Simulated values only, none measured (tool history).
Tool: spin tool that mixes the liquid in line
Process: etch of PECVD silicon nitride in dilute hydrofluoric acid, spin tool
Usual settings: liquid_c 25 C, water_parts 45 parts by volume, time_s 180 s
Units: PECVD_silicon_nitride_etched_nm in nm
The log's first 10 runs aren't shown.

| run | day | liquid_c | water_parts | time_s | wafers since the last listed run | hours since the thermometer was replaced | hours since the hydrofluoric acid flow meter was replaced | hours since the gauge calibration | read-back film thickness of the PECVD silicon nitride reference wafer, read on the same gauge (nm) | PECVD_silicon_nitride_etched_nm |
|---|---|---|---|---|---|---|---|---|---|---|
| 11 | 29.246 | 25 | 45 | 180 | 765 | 959.4 | 305.8 | 1700.4 | 139.96 | 8.72 |
| 12 | 32.642 | 25 | 45 | 245 | 672 | 1040.9 | 387.3 | 1781.9 | 140 | 11.86 |
| 13 | 35.517 | 21.5 | 45 | 85 | 569 | 1109.9 | 456.3 | 1850.9 | 139.98 | 3.27 |
| 14 | 37.475 | 22 | 45 | 180 | 387 | 1156.9 | 503.3 | 1897.9 | 139.97 | 7.11 |
| 15 | 40.458 | 27 | 45 | 115 | 590 | 1228.5 | 574.9 | 1969.5 | 140.01 | 6.38 |
| 16 | 42.912 | 21 | 60 | 100 | 485 | 1287.4 | 633.8 | 2028.4 | 139.98 | 2.78 |
| 17 | 47.196 | 22.5 | 35 | 180 | 848 | 1390.2 | 736.6 | 2131.2 | 140 | 9.32 |
|  | 48.812 | thermometer replaced |
| 18 | 50.262 | 25 | 45 | 180 | 598 | 34.8 | 810.2 | 2204.8 | 140 | 8.73 |
| 19 | 53.842 | 25 | 45 | 180 | 708 | 120.7 | 896.1 | 2290.7 | 140.02 | 8.72 |
| 20 | 57.688 | 25 | 65 | 180 | 761 | 213 | 988.4 | 2383 | 140 | 6 |
| 21 | 62.017 | 25 | 45 | 105 | 857 | 316.9 | 1092.3 | 2486.9 | 140.02 | 5.02 |

Forecast run 22:
|  | 64.183 | gauge calibrated |
| 22 | 64.738 | 30 | 45 | 210 | 538 | 382.2 | 1157.6 | 13.3 | ? | ? |

read-back film thickness of the PECVD silicon nitride reference wafer, read on the same gauge (nm): 139.99
PECVD_silicon_nitride_etched_nm: 14.05 nm
Without the tool's hidden state the same run would have given PECVD_silicon_nitride_etched_nm 14.3 nm.
